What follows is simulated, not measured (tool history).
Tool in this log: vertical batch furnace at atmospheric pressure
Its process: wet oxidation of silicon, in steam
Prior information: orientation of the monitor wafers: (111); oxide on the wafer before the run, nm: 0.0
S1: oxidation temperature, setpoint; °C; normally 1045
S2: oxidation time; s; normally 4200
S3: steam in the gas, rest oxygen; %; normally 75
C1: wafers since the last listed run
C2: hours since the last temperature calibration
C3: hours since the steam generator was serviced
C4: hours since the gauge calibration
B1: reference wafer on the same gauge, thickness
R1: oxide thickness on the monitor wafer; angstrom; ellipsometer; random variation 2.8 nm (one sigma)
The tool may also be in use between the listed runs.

run     day    S1    S2  S3    C1      C2      C3      C4      B1      R1
  1       0  1045  4200  75     0  3781.8  3144.5   191.9  496.29  5777.1
  2   3.292  1045  4200  75  1233  3860.8  3223.5   270.9  495.88  5824.7
  3   7.692  1045  4200  79  1648  3966.4  3329.1   376.5  496.26  5905.2
  4  11.129  1045  4200  79  1288  4048.9  3411.6     459  495.97    5978
  5  15.446  1045  4200  75  1617  4152.5  3515.2   562.6  495.78  5785.6
  6  18.704  1045  4200  75  1220  4230.7  3593.4   640.8  496.44  5837.9
  7  20.821  1045  4200  75   793  4281.5  3644.2   691.6  496.57  5796.7
     24.846  -- thermocouples replaced and temperature profile calibrated
  8  24.867  1045  4200  75  1141     0.5  3741.3   788.7   496.1  5750.2
  9  26.888  1045  4200  75   757      49  3789.8   837.2  495.83  5822.2
 10  28.862  1045  5790  75   740    96.4  3837.2   884.6  495.86  6884.1
 11  32.258  1045  5790  75  1272   177.9  3918.7   966.1  495.84  6917.9
     36.479  -- steam generator serviced
 12  40.604  1045  5790  75  2752   378.2      99  1166.4  496.67  7138.7
     41.283  -- gauge calibrated
 13  42.367  1045  3240  75   660   420.5   141.3      26   496.3  5169.5
 14  45.092  1045  4200  75  1021   485.9   206.7    91.4  496.55  5984.7
 15  48.171  1036  2640  64  1153   559.8   280.6   165.3   496.5    3976
 16  50.471  1067  5820  75   861     615   335.8   220.5  496.22  7812.7
 17  53.133  1045  4200  86   997   678.9   399.7   284.4  496.14  6517.2
 18  56.708  1045  3120  83  1339   764.7   485.5   370.2  496.96  5322.7
 19  59.338  1054  4860  81   985   827.8   548.6   433.3  494.79  7018.9
 20  61.733  1064  5100  80   897   885.3   606.1   490.8  496.55  7470.6
 21  63.446  1045  5790  75   641   926.4   647.2   531.9  495.89  7195.7
 22  65.162  1045  4200  72   643   967.6   688.4   573.1  495.24  5881.7
 23  68.346  1032  2370  65  1192    1044   764.8   649.5  495.61  3657.3
 24  71.596  1045  4200  75  1217    1122   842.8   727.5  495.72  5957.3
 25    74.3  1045  4200  75  1013  1186.9   907.7   792.4  496.05  5948.5
 26  76.608  1045  4200  75   864  1242.3   963.1   847.8  496.62  5967.5

Branching from run 26: 4 alternative next runs. What would each branch give?
  A  76.846  1060  4200  75  88  1248  968.8  853.5   ?   ?
  B  76.846  1045  3120  75  88  1248  968.8  853.5   ?   ?
  C  76.846  1035  5190  68  88  1248  968.8  853.5   ?   ?
  D  76.846  1065  6060  75  88  1248  968.8  853.5   ?   ?

run      B1      R1
  A  494.83  6352.3
  B  494.83  5024.1
  C  494.83  6091.2
  D  494.83  7933.2
Take away the tool's hidden state, keep each run's random variation, and the runs would have read:
run      R1
  A  6461.2
  B  5113.8
  C  6198.7
  D  8065.9
